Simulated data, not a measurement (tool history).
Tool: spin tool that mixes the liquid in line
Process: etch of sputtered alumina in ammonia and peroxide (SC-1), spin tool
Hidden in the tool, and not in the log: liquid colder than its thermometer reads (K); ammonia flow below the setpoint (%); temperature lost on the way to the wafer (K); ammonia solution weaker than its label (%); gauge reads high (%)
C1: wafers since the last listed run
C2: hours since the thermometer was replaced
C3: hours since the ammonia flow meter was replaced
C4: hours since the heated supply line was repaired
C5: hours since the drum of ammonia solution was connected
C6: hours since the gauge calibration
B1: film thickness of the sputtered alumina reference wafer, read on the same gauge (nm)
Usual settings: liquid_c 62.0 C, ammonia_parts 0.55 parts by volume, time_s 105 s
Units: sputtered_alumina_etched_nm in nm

run 1 hour=0.0 | liquid_c=62.0 ammonia_parts=0.55 time_s=105 | C1=0 C2=471.0 C3=2184.3 C4=3026.3 C5=288.9 C6=30.2 | B1=70.02 | sputtered_alumina_etched_nm=9.08
run 2 hour=11.6 | liquid_c=62.0 ammonia_parts=0.55 time_s=105 | C1=83 C2=482.6 C3=2195.9 C4=3037.9 C5=300.5 C6=41.8 | B1=70.00 | sputtered_alumina_etched_nm=8.89
run 3 hour=19.7 | liquid_c=62.0 ammonia_parts=0.55 time_s=105 | C1=58 C2=490.7 C3=2204.0 C4=3046.0 C5=308.6 C6=49.9 | B1=69.99 | sputtered_alumina_etched_nm=8.99
run 4 hour=35.2 | liquid_c=62.0 ammonia_parts=0.55 time_s=105 | C1=111 C2=506.2 C3=2219.5 C4=3061.5 C5=324.1 C6=65.4 | B1=70.04 | sputtered_alumina_etched_nm=8.86
run 5 hour=43.3 | liquid_c=62.0 ammonia_parts=0.55 time_s=105 | C1=58 C2=514.3 C3=2227.6 C4=3069.6 C5=332.2 C6=73.5 | B1=70.01 | sputtered_alumina_etched_nm=8.85
run 6 hour=58.1 | liquid_c=62.0 ammonia_parts=0.55 time_s=105 | C1=106 C2=529.1 C3=2242.4 C4=3084.4 C5=347.0 C6=88.3 | B1=69.99 | sputtered_alumina_etched_nm=8.88
-- hour=80.9 ammonia flow meter replaced
-- hour=88.7 new drum of ammonia solution connected
run 7 hour=91.5 | liquid_c=62.0 ammonia_parts=0.55 time_s=105 | C1=225 C2=562.5 C3=10.6 C4=3117.8 C5=2.8 C6=121.7 | B1=70.01 | sputtered_alumina_etched_nm=8.81
run 8 hour=108.5 | liquid_c=54.0 ammonia_parts=0.55 time_s=105 | C1=122 C2=579.5 C3=27.6 C4=3134.8 C5=19.8 C6=138.7 | B1=69.98 | sputtered_alumina_etched_nm=5.75
run 9 hour=120.9 | liquid_c=54.0 ammonia_parts=0.55 time_s=105 | C1=89 C2=591.9 C3=40.0 C4=3147.2 C5=32.2 C6=151.1 | B1=69.99 | sputtered_alumina_etched_nm=5.68
-- hour=158.0 gauge calibrated
run 10 hour=174.0 | liquid_c=62.0 ammonia_parts=0.55 time_s=105 | C1=381 C2=645.0 C3=93.1 C4=3200.3 C5=85.3 C6=16.0 | B1=70.02 | sputtered_alumina_etched_nm=8.73
run 11 hour=186.5 | liquid_c=62.0 ammonia_parts=0.55 time_s=105 | C1=89 C2=657.5 C3=105.6 C4=3212.8 C5=97.8 C6=28.5 | B1=70.00 | sputtered_alumina_etched_nm=8.78
-- hour=192.0 heated supply line repaired
run 12 hour=197.3 | liquid_c=62.0 ammonia_parts=0.55 time_s=105 | C1=70 C2=668.3 C3=116.4 C4=5.3 C5=108.6 C6=39.3 | B1=69.99 | sputtered_alumina_etched_nm=8.72
-- hour=203.2 thermometer replaced
run 13 hour=210.8 | liquid_c=62.0 ammonia_parts=0.55 time_s=145 | C1=89 C2=7.6 C3=129.9 C4=18.8 C5=122.1 C6=52.8 | B1=70.01 | sputtered_alumina_etched_nm=13.61
run 14 hour=220.6 | liquid_c=62.0 ammonia_parts=0.55 time_s=105 | C1=70 C2=17.4 C3=139.7 C4=28.6 C5=131.9 C6=62.6 | B1=69.98 | sputtered_alumina_etched_nm=9.91
run 15 hour=237.0 | liquid_c=53.0 ammonia_parts=0.25 time_s=105 | C1=117 C2=33.8 C3=156.1 C4=45.0 C5=148.3 C6=79.0 | B1=70.01 | sputtered_alumina_etched_nm=5.59
run 16 hour=244.8 | liquid_c=53.0 ammonia_parts=0.75 time_s=105 | C1=56 C2=41.6 C3=163.9 C4=52.8 C5=156.1 C6=86.8 | B1=70.00 | sputtered_alumina_etched_nm=6.34
run 17 hour=252.7 | liquid_c=54.0 ammonia_parts=0.30 time_s=105 | C1=56 C2=49.5 C3=171.8 C4=60.7 C5=164.0 C6=94.7 | B1=70.02 | sputtered_alumina_etched_nm=5.97
run 18 hour=259.8 | liquid_c=68.5 ammonia_parts=0.85 time_s=105 | C1=51 C2=56.6 C3=178.9 C4=67.8 C5=171.1 C6=101.8 | B1=69.99 | sputtered_alumina_etched_nm=13.89
run 19 hour=266.1 | liquid_c=68.0 ammonia_parts=0.35 time_s=105 | C1=45 C2=62.9 C3=185.2 C4=74.1 C5=177.4 C6=108.1 | B1=70.01 | sputtered_alumina_etched_nm=12.53

5 ways to go on from here, each from the tool as it stands after run 19. What would each give?
run A hour=266.5 | liquid_c=62.0 ammonia_parts=0.75 time_s=105 | C1=2 C2=63.3 C3=185.6 C4=74.5 C5=177.8 C6=108.5 | B1=? | sputtered_alumina_etched_nm=?
run B hour=266.5 | liquid_c=64.5 ammonia_parts=0.30 time_s=45 | C1=2 C2=63.3 C3=185.6 C4=74.5 C5=177.8 C6=108.5 | B1=? | sputtered_alumina_etched_nm=?
run C hour=266.5 | liquid_c=62.0 ammonia_parts=0.45 time_s=155 | C1=2 C2=63.3 C3=185.6 C4=74.5 C5=177.8 C6=108.5 | B1=? | sputtered_alumina_etched_nm=?
run D hour=266.5 | liquid_c=62.0 ammonia_parts=0.55 time_s=170 | C1=2 C2=63.3 C3=185.6 C4=74.5 C5=177.8 C6=108.5 | B1=? | sputtered_alumina_etched_nm=?
run E hour=266.5 | liquid_c=56.0 ammonia_parts=0.30 time_s=140 | C1=2 C2=63.3 C3=185.6 C4=74.5 C5=177.8 C6=108.5 | B1=? | sputtered_alumina_etched_nm=?

run=A B1=69.99 sputtered_alumina_etched_nm=9.85
run=B B1=69.99 sputtered_alumina_etched_nm=4.39
run=C B1=69.99 sputtered_alumina_etched_nm=13.86
run=D B1=69.99 sputtered_alumina_etched_nm=15.49
run=E B1=69.99 sputtered_alumina_etched_nm=8.82
Without the tool's hidden state the same runs would have given:
run=A sputtered_alumina_etched_nm=10.09
run=B sputtered_alumina_etched_nm=4.50
run=C sputtered_alumina_etched_nm=14.19
run=D sputtered_alumina_etched_nm=15.86
run=E sputtered_alumina_etched_nm=9.04

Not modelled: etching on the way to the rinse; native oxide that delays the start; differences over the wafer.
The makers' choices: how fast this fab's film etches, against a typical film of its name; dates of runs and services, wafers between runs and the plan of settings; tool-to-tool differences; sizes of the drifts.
